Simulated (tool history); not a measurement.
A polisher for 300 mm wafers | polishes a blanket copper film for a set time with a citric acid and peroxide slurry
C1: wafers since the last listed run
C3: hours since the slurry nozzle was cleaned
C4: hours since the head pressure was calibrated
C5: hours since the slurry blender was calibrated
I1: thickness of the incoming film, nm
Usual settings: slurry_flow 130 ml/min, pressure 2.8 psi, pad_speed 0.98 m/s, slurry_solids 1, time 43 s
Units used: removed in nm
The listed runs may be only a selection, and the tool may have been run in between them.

run 1 hour=0 | slurry_flow=130 pressure=2.8 pad_speed=0.98 slurry_solids=1 time=43 | C1=0 wafers_polished_on_this_pad=522 C3=593.9 C4=850.5 C5=139.3 | I1=1034.2 | removed=72
run 2 hour=33.3 | slurry_flow=130 pressure=2.5 pad_speed=0.98 slurry_solids=1 time=43 | C1=516 wafers_polished_on_this_pad=1039 C3=627.2 C4=883.8 C5=172.6 | I1=1011.8 | removed=65.9
run 3 hour=50 | slurry_flow=130 pressure=2.5 pad_speed=0.98 slurry_solids=1 time=43 | C1=258 wafers_polished_on_this_pad=1298 C3=643.9 C4=900.5 C5=189.3 | I1=1020.3 | removed=65.2
-- hour=74.4 worn pad replaced by a new one
run 4 hour=84.7 | slurry_flow=130 pressure=2.5 pad_speed=0.98 slurry_solids=1 time=43 | C1=476 wafers_polished_on_this_pad=159 C3=678.6 C4=935.2 C5=224 | I1=1014.2 | removed=65.6
run 5 hour=99.4 | slurry_flow=130 pressure=2.8 pad_speed=0.98 slurry_solids=1 time=43 | C1=227 wafers_polished_on_this_pad=387 C3=693.3 C4=949.9 C5=238.7 | I1=1024.2 | removed=71.1
run 6 hour=135.1 | slurry_flow=130 pressure=2.8 pad_speed=0.98 slurry_solids=1 time=43 | C1=553 wafers_polished_on_this_pad=940 C3=729 C4=985.6 C5=274.4 | I1=1024.9 | removed=71.5
run 7 hour=152.8 | slurry_flow=130 pressure=2.8 pad_speed=0.98 slurry_solids=1 time=43 | C1=274 wafers_polished_on_this_pad=1215 C3=746.7 C4=1003.3 C5=292.1 | I1=1021 | removed=71
-- hour=170.5 worn pad replaced by a new one
run 8 hour=176.7 | slurry_flow=130 pressure=2.8 pad_speed=0.98 slurry_solids=1 time=43 | C1=308 wafers_polished_on_this_pad=96 C3=770.6 C4=1027.2 C5=316 | I1=1030.6 | removed=69.7
-- hour=202.5 head pressure recalibrated
run 9 hour=204.9 | slurry_flow=130 pressure=2.8 pad_speed=0.98 slurry_solids=1 time=43 | C1=406 wafers_polished_on_this_pad=503 C3=798.8 C4=2.4 C5=344.2 | I1=1020.6 | removed=70.5
run 10 hour=219.3 | slurry_flow=130 pressure=2.8 pad_speed=0.98 slurry_solids=0.8 time=31 | C1=223 wafers_polished_on_this_pad=726 C3=813.2 C4=16.8 C5=358.6 | I1=1019 | removed=48.5
-- hour=226.3 slurry blender recalibrated
run 11 hour=250.7 | slurry_flow=130 pressure=2.8 pad_speed=0.98 slurry_solids=1 time=43 | C1=455 wafers_polished_on_this_pad=1182 C3=844.6 C4=48.2 C5=24.4 | I1=1029.5 | removed=69
-- hour=270.1 worn pad replaced by a new one
run 12 hour=270.6 | slurry_flow=130 pressure=2.8 pad_speed=0.86 slurry_solids=0.9 time=39 | C1=246 wafers_polished_on_this_pad=7 C3=864.5 C4=68.1 C5=44.3 | I1=1033.2 | removed=55.7
run 13 hour=296.5 | slurry_flow=105 pressure=3.3 pad_speed=0.98 slurry_solids=1.15 time=48 | C1=401 wafers_polished_on_this_pad=409 C3=890.4 C4=94 C5=70.2 | I1=1007.8 | removed=85.6
-- hour=342.9 slurry nozzle cleaned
run 14 hour=357.2 | slurry_flow=130 pressure=2.8 pad_speed=0.7 slurry_solids=1.25 time=43 | C1=925 wafers_polished_on_this_pad=1334 C3=14.3 C4=154.7 C5=130.9 | I1=1018.7 | removed=60.2
-- hour=374.1 worn pad replaced by a new one
run 15 hour=389.4 | slurry_flow=130 pressure=2.8 pad_speed=0.98 slurry_solids=1.2 time=43 | C1=437 wafers_polished_on_this_pad=237 C3=46.5 C4=186.9 C5=163.1 | I1=1023.3 | removed=81.8
run 16 hour=421.2 | slurry_flow=110 pressure=2.8 pad_speed=1.16 slurry_solids=1 time=43 | C1=493 wafers_polished_on_this_pad=730 C3=78.3 C4=218.7 C5=194.9 | I1=1031.9 | removed=88.2
run 17 hour=448 | slurry_flow=130 pressure=3.2 pad_speed=0.98 slurry_solids=1 time=43 | C1=415 wafers_polished_on_this_pad=1145 C3=105.1 C4=245.5 C5=221.7 | I1=1021.5 | removed=86.7
-- hour=460.1 worn pad replaced by a new one
run 18 hour=480.7 | slurry_flow=130 pressure=2.8 pad_speed=0.98 slurry_solids=1 time=43 | C1=445 wafers_polished_on_this_pad=320 C3=137.8 C4=278.2 C5=254.4 | I1=1013 | removed=75.7

Alternative continuations, all from the tool just after run 18; predict every row:
run A hour=481.1 | slurry_flow=130 pressure=2.8 pad_speed=0.78 slurry_solids=1 time=43 | C1=6 wafers_polished_on_this_pad=326 C3=138.2 C4=278.6 C5=254.8 | I1=1012.2 | removed=?
run B hour=481.1 | slurry_flow=130 pressure=2.8 pad_speed=0.98 slurry_solids=1 time=28 | C1=6 wafers_polished_on_this_pad=326 C3=138.2 C4=278.6 C5=254.8 | I1=1012.2 | removed=?
run C hour=481.1 | slurry_flow=150 pressure=2.8 pad_speed=0.98 slurry_solids=0.9 time=43 | C1=6 wafers_polished_on_this_pad=326 C3=138.2 C4=278.6 C5=254.8 | I1=1012.2 | removed=?
run D hour=481.1 | slurry_flow=130 pressure=2.8 pad_speed=0.98 slurry_solids=1.25 time=43 | C1=6 wafers_polished_on_this_pad=326 C3=138.2 C4=278.6 C5=254.8 | I1=1012.2 | removed=?
run E hour=481.1 | slurry_flow=130 pressure=2.8 pad_speed=1.18 slurry_solids=1 time=43 | C1=6 wafers_polished_on_this_pad=326 C3=138.2 C4=278.6 C5=254.8 | I1=1012.2 | removed=?

run=A removed=63.6
run=B removed=50.8
run=C removed=78.9
run=D removed=80.7
run=E removed=92.5
With no hidden state in the tool, these same runs would have given:
run=A removed=65.2
run=B removed=52.1
run=C removed=80.7
run=D removed=82.8
run=E removed=94.8
